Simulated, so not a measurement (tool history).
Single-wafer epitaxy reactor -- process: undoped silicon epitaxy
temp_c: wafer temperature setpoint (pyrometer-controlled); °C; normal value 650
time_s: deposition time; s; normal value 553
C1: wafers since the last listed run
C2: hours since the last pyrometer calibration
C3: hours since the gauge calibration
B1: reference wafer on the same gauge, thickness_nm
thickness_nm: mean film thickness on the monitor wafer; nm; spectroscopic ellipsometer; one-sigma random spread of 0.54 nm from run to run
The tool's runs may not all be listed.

Run 1, hour 0.0: usual settings; C1 0; C2 392.9; C3 816.6; B1 94.052. Result: thickness_nm 97.691 nm.
Run 2, hour 45.1: usual settings; C1 193; C2 438.0; C3 861.7; B1 94.326. Result: thickness_nm 96.339 nm.
Run 3, hour 107.7: usual settings; C1 268; C2 500.6; C3 924.3; B1 94.155. Result: thickness_nm 96.957 nm.
Run 4, hour 145.6: usual settings but temp_c 657 °C, time_s 618 s; C1 162; C2 538.5; C3 962.2; B1 94.287. Result: thickness_nm 123.871 nm.
Run 5, hour 227.7: usual settings but temp_c 657 °C, time_s 618 s; C1 351; C2 620.6; C3 1044.3; B1 94.360. Result: thickness_nm 124.855 nm.
Run 6, hour 273.4: usual settings but time_s 613 s; C1 195; C2 666.3; C3 1090.0; B1 94.321. Result: thickness_nm 106.593 nm.
Run 7, hour 311.5: usual settings but time_s 613 s; C1 163; C2 704.4; C3 1128.1; B1 94.200. Result: thickness_nm 108.193 nm.
At hour 415.1: pyrometer calibrated.
Run 8, hour 416.1: usual settings; C1 413; C2 1.0; C3 1232.7; B1 94.290. Result: thickness_nm 98.459 nm.
Run 9, hour 516.6: usual settings; C1 430; C2 101.5; C3 1333.2; B1 94.180. Result: thickness_nm 97.915 nm.
Run 10, hour 605.6: usual settings; C1 381; C2 190.5; C3 1422.2; B1 94.292. Result: thickness_nm 98.360 nm.
Run 11, hour 709.4: usual settings; C1 444; C2 294.3; C3 1526.0; B1 94.110. Result: thickness_nm 97.090 nm.
Run 12, hour 774.0: usual settings; C1 276; C2 358.9; C3 1590.6; B1 94.195. Result: thickness_nm 96.831 nm.
Run 13, hour 832.4: usual settings but temp_c 641 °C; C1 250; C2 417.3; C3 1649.0; B1 94.093. Result: thickness_nm 80.474 nm.
Run 14, hour 911.4: usual settings but time_s 638 s; C1 338; C2 496.3; C3 1728.0; B1 94.219. Result: thickness_nm 110.954 nm.
Run 15, hour 991.6: usual settings but time_s 638 s; C1 343; C2 576.5; C3 1808.2; B1 94.208. Result: thickness_nm 112.177 nm.
Run 16, hour 1083.0: usual settings but time_s 638 s; C1 391; C2 667.9; C3 1899.6; B1 94.072. Result: thickness_nm 110.886 nm.
At hour 1231.0: pyrometer calibrated.
Run 17, hour 1291.7: usual settings; C1 859; C2 60.7; C3 2108.3; B1 94.317. Result: thickness_nm 97.575 nm.
Run 18, hour 1364.6: usual settings; C1 312; C2 133.6; C3 2181.2; B1 94.179. Result: thickness_nm 97.669 nm.
At hour 1409.3: gauge calibrated.
Run 19, hour 1469.3: usual settings; C1 448; C2 238.3; C3 60.0; B1 94.130. Result: thickness_nm 97.708 nm.
Run 20, hour 1551.1: usual settings but time_s 457 s; C1 350; C2 320.1; C3 141.8; B1 94.150. Result: thickness_nm 80.959 nm.
Run 21, hour 1655.6: usual settings but temp_c 646 °C; C1 447; C2 424.6; C3 246.3; B1 94.059. Result: thickness_nm 88.490 nm.
Run 22, hour 1715.8: usual settings; C1 257; C2 484.8; C3 306.5; B1 94.138. Result: thickness_nm 98.155 nm.
Run 23, hour 1769.2: usual settings but temp_c 644 °C; C1 228; C2 538.2; C3 359.9; B1 94.222. Result: thickness_nm 85.249 nm.
Run 24, hour 1833.0: usual settings but temp_c 637 °C, time_s 486 s; C1 273; C2 602.0; C3 423.7; B1 94.145. Result: thickness_nm 64.996 nm.
Run 25, hour 1899.9: usual settings but temp_c 665 °C, time_s 476 s; C1 286; C2 668.9; C3 490.6; B1 94.398. Result: thickness_nm 112.111 nm.
Run 26, hour 2000.1: usual settings but temp_c 646 °C, time_s 454 s; C1 429; C2 769.1; C3 590.8; B1 94.124. Result: thickness_nm 72.318 nm.
Run 27, hour 2096.3: usual settings; C1 412; C2 865.3; C3 687.0; B1 94.222. Result: thickness_nm 95.870 nm.
Run 28, hour 2194.4: usual settings but temp_c 637 °C; C1 420; C2 963.4; C3 785.1; B1 94.179. Result: thickness_nm 72.716 nm.
At hour 2260.2: pyrometer calibrated.
Run 29, hour 2291.3: usual settings but temp_c 643 °C, time_s 459 s; C1 380; C2 31.1; C3 882.0; B1 94.254. Result: thickness_nm 71.106 nm.
Run 30, hour 2385.3: usual settings but temp_c 640 °C, time_s 484 s; C1 402; C2 125.1; C3 976.0; B1 94.141. Result: thickness_nm 69.831 nm.
Run 31, hour 2428.0: usual settings but temp_c 640 °C, time_s 486 s; C1 182; C2 167.8; C3 1018.7; B1 93.999. Result: thickness_nm 70.738 nm.
Run 32, hour 2477.0: usual settings but time_s 477 s; C1 209; C2 216.8; C3 1067.7; B1 94.306. Result: thickness_nm 84.135 nm.
Run 33, hour 2539.1: usual settings but temp_c 645 °C, time_s 518 s; C1 266; C2 278.9; C3 1129.8; B1 94.237. Result: thickness_nm 82.326 nm.
Run 34, hour 2606.6: usual settings; C1 289; C2 346.4; C3 1197.3; B1 94.243. Result: thickness_nm 97.548 nm.
Run 35, hour 2668.7: usual settings but temp_c 657 °C, time_s 498 s; C1 266; C2 408.5; C3 1259.4; B1 94.166. Result: thickness_nm 102.109 nm.
Run 36, hour 2712.5: usual settings but temp_c 640 °C, time_s 491 s; C1 187; C2 452.3; C3 1303.2; B1 94.308. Result: thickness_nm 70.220 nm.
Run 37, hour 2804.4: usual settings but temp_c 656 °C, time_s 449 s; C1 393; C2 544.2; C3 1395.1; B1 94.185. Result: thickness_nm 88.886 nm.
Run 38, hour 2860.3: usual settings but temp_c 637 °C, time_s 507 s; C1 239; C2 600.1; C3 1451.0; B1 94.314. Result: thickness_nm 67.989 nm.

Each row is a separate what-if for the run after 38, all from the same tool condition, not one after another. Results?
Run A, hour 2860.9: usual settings but time_s 632 s; C1 2; C2 600.7; C3 1451.6; B1 ?. Result: thickness_nm ?.
Run B, hour 2860.9: usual settings but temp_c 662 °C, time_s 654 s; C1 2; C2 600.7; C3 1451.6; B1 ?. Result: thickness_nm ?.
Run C, hour 2860.9: usual settings but temp_c 636 °C, time_s 607 s; C1 2; C2 600.7; C3 1451.6; B1 ?. Result: thickness_nm ?.

run      B1  thickness_nm
  A  94.188       110.038
  B  94.188       144.756
  C  94.188        79.284
With the hidden condition removed and each run's random variation left untouched, the same runs would have given:
run  thickness_nm
  A       111.918
  B       147.170
  C        80.678
